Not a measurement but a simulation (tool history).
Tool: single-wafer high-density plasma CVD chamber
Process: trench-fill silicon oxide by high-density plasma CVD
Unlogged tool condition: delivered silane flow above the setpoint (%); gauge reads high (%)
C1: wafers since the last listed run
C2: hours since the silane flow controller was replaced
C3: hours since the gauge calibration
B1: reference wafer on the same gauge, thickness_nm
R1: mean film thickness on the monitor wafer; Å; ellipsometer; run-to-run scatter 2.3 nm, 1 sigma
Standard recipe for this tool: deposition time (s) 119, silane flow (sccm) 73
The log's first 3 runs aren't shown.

{"run": 4, "hour": 40.9, "deposition time (s)": 119, "silane flow (sccm)": 64, "C1": 109, "C2": 1274.7, "C3": 260.8, "B1": 662.946, "R1": 7403.94}
{"run": 5, "hour": 50.7, "deposition time (s)": 119, "silane flow (sccm)": 64, "C1": 98, "C2": 1284.5, "C3": 270.6, "B1": 663.388, "R1": 7446.93}
{"run": 6, "hour": 58.9, "deposition time (s)": 119, "silane flow (sccm)": 77, "C1": 82, "C2": 1292.7, "C3": 278.8, "B1": 663.48, "R1": 8871.29}
{"run": 7, "hour": 68.1, "deposition time (s)": 119, "silane flow (sccm)": 73, "C1": 92, "C2": 1301.9, "C3": 288, "B1": 662.906, "R1": 8377.24}
{"run": 8, "hour": 74.9, "deposition time (s)": 119, "silane flow (sccm)": 73, "C1": 68, "C2": 1308.7, "C3": 294.8, "B1": 662.614, "R1": 8435.07}
{"run": 9, "hour": 87.5, "deposition time (s)": 119, "silane flow (sccm)": 73, "C1": 126, "C2": 1321.3, "C3": 307.4, "B1": 662.974, "R1": 8442.61}
{"run": 10, "hour": 101.4, "deposition time (s)": 107, "silane flow (sccm)": 64, "C1": 139, "C2": 1335.2, "C3": 321.3, "B1": 662.75, "R1": 6685.55}
{"run": 11, "hour": 118.9, "deposition time (s)": 119, "silane flow (sccm)": 73, "C1": 176, "C2": 1352.7, "C3": 338.8, "B1": 663.287, "R1": 8412.24}
{"run": 12, "hour": 153.5, "deposition time (s)": 119, "silane flow (sccm)": 73, "C1": 348, "C2": 1387.3, "C3": 373.4, "B1": 662.785, "R1": 8435.39}
{"run": 13, "hour": 163.2, "deposition time (s)": 119, "silane flow (sccm)": 73, "C1": 97, "C2": 1397, "C3": 383.1, "B1": 663.351, "R1": 8398.87}
{"hour": 170.7, "done": "gauge calibrated"}
{"run": 14, "hour": 176.4, "deposition time (s)": 119, "silane flow (sccm)": 62, "C1": 132, "C2": 1410.2, "C3": 5.7, "B1": 662.488, "R1": 7218.53}
{"run": 15, "hour": 182.5, "deposition time (s)": 119, "silane flow (sccm)": 73, "C1": 61, "C2": 1416.3, "C3": 11.8, "B1": 662.54, "R1": 8438.65}
{"run": 16, "hour": 197.3, "deposition time (s)": 119, "silane flow (sccm)": 73, "C1": 148, "C2": 1431.1, "C3": 26.6, "B1": 663.236, "R1": 8448.2}
{"run": 17, "hour": 213.9, "deposition time (s)": 119, "silane flow (sccm)": 73, "C1": 166, "C2": 1447.7, "C3": 43.2, "B1": 663.549, "R1": 8458.88}
{"hour": 224.4, "done": "silane flow controller replaced"}
{"run": 18, "hour": 224.9, "deposition time (s)": 98, "silane flow (sccm)": 60, "C1": 30, "C2": 0.5, "C3": 54.2, "B1": 662.939, "R1": 5486.06}
{"run": 19, "hour": 238.8, "deposition time (s)": 127, "silane flow (sccm)": 61, "C1": 139, "C2": 14.4, "C3": 68.1, "B1": 662.962, "R1": 7182.64}
{"run": 20, "hour": 245.2, "deposition time (s)": 119, "silane flow (sccm)": 73, "C1": 64, "C2": 20.8, "C3": 74.5, "B1": 662.097, "R1": 7997.23}
{"run": 21, "hour": 254.9, "deposition time (s)": 129, "silane flow (sccm)": 73, "C1": 97, "C2": 30.5, "C3": 84.2, "B1": 663.58, "R1": 8690.33}
{"run": 22, "hour": 268.7, "deposition time (s)": 136, "silane flow (sccm)": 87, "C1": 138, "C2": 44.3, "C3": 98, "B1": 663.145, "R1": 10849.45}
{"run": 23, "hour": 279.9, "deposition time (s)": 125, "silane flow (sccm)": 66, "C1": 112, "C2": 55.5, "C3": 109.2, "B1": 662.845, "R1": 7672.65}
{"run": 24, "hour": 294.3, "deposition time (s)": 97, "silane flow (sccm)": 73, "C1": 144, "C2": 69.9, "C3": 123.6, "B1": 663.126, "R1": 6550.11}

Forecast run 25:
{"run": 25, "hour": 304.4, "deposition time (s)": 141, "silane flow (sccm)": 63, "C1": 101, "C2": 80, "C3": 133.7, "B1": "?", "R1": "?"}

{"run 25": {"B1": 663.647, "R1": 8290.54}}
The same run, on a tool lacking any hidden state, would have yielded R1 8191.65 Å.
